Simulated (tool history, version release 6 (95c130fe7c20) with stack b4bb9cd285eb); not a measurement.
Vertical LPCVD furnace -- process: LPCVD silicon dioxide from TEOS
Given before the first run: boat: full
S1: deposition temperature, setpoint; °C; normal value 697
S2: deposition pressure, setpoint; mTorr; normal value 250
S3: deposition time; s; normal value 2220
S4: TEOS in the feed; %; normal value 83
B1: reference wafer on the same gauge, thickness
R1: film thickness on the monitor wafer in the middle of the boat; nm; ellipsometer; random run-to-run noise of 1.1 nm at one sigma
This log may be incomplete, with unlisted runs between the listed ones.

Run 1, hour 0.0: usual settings; B1 288.82. Result: R1 270.64 nm.
Run 2, hour 22.8: usual settings; B1 289.35. Result: R1 270.44 nm.
Run 3, hour 48.4: usual settings; B1 288.73. Result: R1 253.24 nm.
Run 4, hour 80.6: usual settings; B1 288.53. Result: R1 252.89 nm.
Run 5, hour 94.5: usual settings; B1 289.15. Result: R1 253.37 nm.
Run 6, hour 115.5: usual settings; B1 288.30. Result: R1 253.13 nm.
Run 7, hour 208.7: usual settings; B1 288.99. Result: R1 254.22 nm.
Run 8, hour 237.8: usual settings but S4 68 %; B1 288.84. Result: R1 231.54 nm.
Run 9, hour 265.0: usual settings but S3 2880 s, S4 97 %; B1 288.87. Result: R1 356.30 nm.
Run 10, hour 343.2: usual settings but S2 305 mTorr, S3 1890 s, S4 72 %; B1 289.42. Result: R1 223.73 nm.
Run 11, hour 365.5: usual settings; B1 288.98. Result: R1 256.70 nm.
Run 12, hour 379.3: usual settings but S1 686 °C, S2 300 mTorr, S3 1470 s; B1 288.89. Result: R1 144.30 nm.
Run 13, hour 404.9: usual settings; B1 289.15. Result: R1 257.18 nm.
Run 14, hour 440.6: usual settings but S1 686 °C, S2 275 mTorr, S3 1650 s, S4 91 %; B1 289.70. Result: R1 161.53 nm.
Run 15, hour 444.1: usual settings but S3 2670 s; B1 289.16. Result: R1 310.14 nm.
Run 16, hour 451.5: usual settings; B1 288.93. Result: R1 257.36 nm.
Run 17, hour 470.7: usual settings but S1 685 °C, S2 205 mTorr, S3 2940 s, S4 96 %; B1 289.27. Result: R1 250.03 nm.
Run 18, hour 493.0: usual settings; B1 289.17. Result: R1 259.35 nm.
Run 19, hour 515.2: usual settings; B1 288.54. Result: R1 258.10 nm.
Run 20, hour 548.5: usual settings but S1 693 °C, S2 300 mTorr, S4 68 %; B1 288.79. Result: R1 230.49 nm.
Run 21, hour 573.8: usual settings; B1 288.62. Result: R1 258.22 nm.
Run 22, hour 592.8: usual settings but S1 690 °C, S3 1770 s, S4 67 %; B1 288.96. Result: R1 157.86 nm.
Run 23, hour 626.1: usual settings; B1 288.55. Result: R1 257.73 nm.
Run 24, hour 651.1: usual settings; B1 289.38. Result: R1 259.75 nm.
Run 25, hour 675.2: usual settings but S2 210 mTorr, S3 2880 s; B1 289.36. Result: R1 310.09 nm.
Run 26, hour 687.3: usual settings but S2 310 mTorr; B1 288.58. Result: R1 287.88 nm.
Run 27, hour 721.3: usual settings but S4 79 %; B1 289.11. Result: R1 252.58 nm.
Run 28, hour 752.4: usual settings but S1 687 °C, S2 225 mTorr, S3 2580 s; B1 288.66. Result: R1 225.93 nm.
Run 29, hour 777.7: usual settings; B1 288.92. Result: R1 258.91 nm.
Run 30, hour 805.7: usual settings but S1 703 °C, S3 1500 s, S4 66 %; B1 289.31. Result: R1 180.31 nm.
Run 31, hour 835.7: usual settings but S2 205 mTorr, S3 2910 s; B1 289.02. Result: R1 310.33 nm.

Removed from this log: 4 entries logged between the listed runs. Between which two listed runs does each belong, and how does the tool's hidden state at the listed run before it compare with that at the listed run after it?
After run 2, before run 3: thermocouples replaced and temperature profile calibrated (hour 47.4)
  true tube temperature minus thermocouple reading, K: 2.96 -> 0.00498
  difference, measured minus the result without the unlogged condition, R1: +18.04 -> +0.03 nm
After run 8, before run 9: pressure gauge zeroed (hour 264.5)
  true tube temperature minus thermocouple reading, K: 0.414 -> 0.468
  difference, measured minus the result without the unlogged condition, R1: +2.23 -> +3.88 nm
After run 13, before run 14: gauge calibrated (hour 417.8); TEOS flow controller replaced (hour 440.1)
  true tube temperature minus thermocouple reading, K: 0.723 -> 0.784
  difference, measured minus the result without the unlogged condition, R1: +4.31 -> +3.00 nm
